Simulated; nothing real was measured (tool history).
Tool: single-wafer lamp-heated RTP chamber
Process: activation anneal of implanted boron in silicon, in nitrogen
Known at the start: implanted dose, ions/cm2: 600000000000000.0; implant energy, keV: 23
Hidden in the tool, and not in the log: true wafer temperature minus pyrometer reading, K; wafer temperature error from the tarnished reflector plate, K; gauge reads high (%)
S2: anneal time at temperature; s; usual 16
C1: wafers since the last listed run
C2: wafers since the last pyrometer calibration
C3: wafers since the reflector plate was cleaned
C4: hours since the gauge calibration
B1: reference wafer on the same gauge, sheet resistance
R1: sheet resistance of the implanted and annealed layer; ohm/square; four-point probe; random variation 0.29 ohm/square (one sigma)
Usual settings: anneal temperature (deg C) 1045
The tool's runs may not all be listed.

{"run": 1, "hour": 0.0, "anneal temperature (deg C)": 1045, "S2": 16, "C1": 0, "C2": 6123, "C3": 10363, "C4": 200.8, "B1": 162.04, "R1": 192.14}
{"hour": 18.9, "done": "reflector plate cleaned"}
{"run": 2, "hour": 43.6, "anneal temperature (deg C)": 1045, "S2": 16, "C1": 656, "C2": 6780, "C3": 456, "C4": 244.4, "B1": 161.89, "R1": 191.95}
{"run": 3, "hour": 102.2, "anneal temperature (deg C)": 1045, "S2": 16, "C1": 1081, "C2": 7861, "C3": 1537, "C4": 303.0, "B1": 162.04, "R1": 192.21}
{"run": 4, "hour": 129.3, "anneal temperature (deg C)": 1045, "S2": 16, "C1": 499, "C2": 8361, "C3": 2037, "C4": 330.1, "B1": 162.07, "R1": 192.43}
{"hour": 166.5, "done": "pyrometer window cleaned and pyrometer calibrated"}
{"run": 5, "hour": 197.7, "anneal temperature (deg C)": 1045, "S2": 16, "C1": 1114, "C2": 576, "C3": 3151, "C4": 398.5, "B1": 162.04, "R1": 192.33}
{"run": 6, "hour": 268.7, "anneal temperature (deg C)": 1045, "S2": 16, "C1": 1309, "C2": 1886, "C3": 4461, "C4": 469.5, "B1": 162.0, "R1": 192.83}
{"run": 7, "hour": 299.3, "anneal temperature (deg C)": 1028, "S2": 21, "C1": 564, "C2": 2450, "C3": 5025, "C4": 500.1, "B1": 161.99, "R1": 193.01}
{"run": 8, "hour": 440.2, "anneal temperature (deg C)": 1045, "S2": 16, "C1": 2599, "C2": 5050, "C3": 7625, "C4": 641.0, "B1": 162.01, "R1": 191.71}
{"run": 9, "hour": 496.0, "anneal temperature (deg C)": 1045, "S2": 16, "C1": 1029, "C2": 6079, "C3": 8654, "C4": 696.8, "B1": 162.07, "R1": 192.07}
{"hour": 590.7, "done": "reflector plate cleaned"}
{"hour": 662.7, "done": "pyrometer window cleaned and pyrometer calibrated"}
{"run": 10, "hour": 688.9, "anneal temperature (deg C)": 1045, "S2": 16, "C1": 3263, "C2": 483, "C3": 1663, "C4": 889.7, "B1": 161.93, "R1": 192.83}
{"hour": 745.2, "done": "gauge calibrated"}
{"run": 11, "hour": 757.8, "anneal temperature (deg C)": 1045, "S2": 16, "C1": 1271, "C2": 1754, "C3": 2934, "C4": 12.6, "B1": 161.95, "R1": 192.08}
{"run": 12, "hour": 782.0, "anneal temperature (deg C)": 1036, "S2": 16, "C1": 446, "C2": 2200, "C3": 3381, "C4": 36.8, "B1": 161.89, "R1": 192.58}
{"run": 13, "hour": 830.5, "anneal temperature (deg C)": 1045, "S2": 16, "C1": 894, "C2": 3095, "C3": 4276, "C4": 85.3, "B1": 161.91, "R1": 192.14}
{"run": 14, "hour": 894.5, "anneal temperature (deg C)": 1045, "S2": 16, "C1": 1180, "C2": 4276, "C3": 5456, "C4": 149.3, "B1": 162.0, "R1": 191.78}
{"run": 15, "hour": 936.3, "anneal temperature (deg C)": 1045, "S2": 16, "C1": 771, "C2": 5047, "C3": 6228, "C4": 191.1, "B1": 161.98, "R1": 192.22}
{"run": 16, "hour": 983.4, "anneal temperature (deg C)": 1035, "S2": 16, "C1": 868, "C2": 5916, "C3": 7096, "C4": 238.2, "B1": 161.96, "R1": 192.73}
{"run": 17, "hour": 1024.2, "anneal temperature (deg C)": 1045, "S2": 16, "C1": 752, "C2": 6669, "C3": 7849, "C4": 279.0, "B1": 162.05, "R1": 191.49}

The next listed run, before its measurement:
{"run": 18, "hour": 1065.4, "anneal temperature (deg C)": 1031, "S2": 13, "C1": 760, "C2": 7429, "C3": 8609, "C4": 320.2, "B1": "?", "R1": "?"}

{"run 18": {"B1": 161.88, "R1": 193.42}}
Without the tool's hidden state the same run would have given R1 193.42 ohm/square.
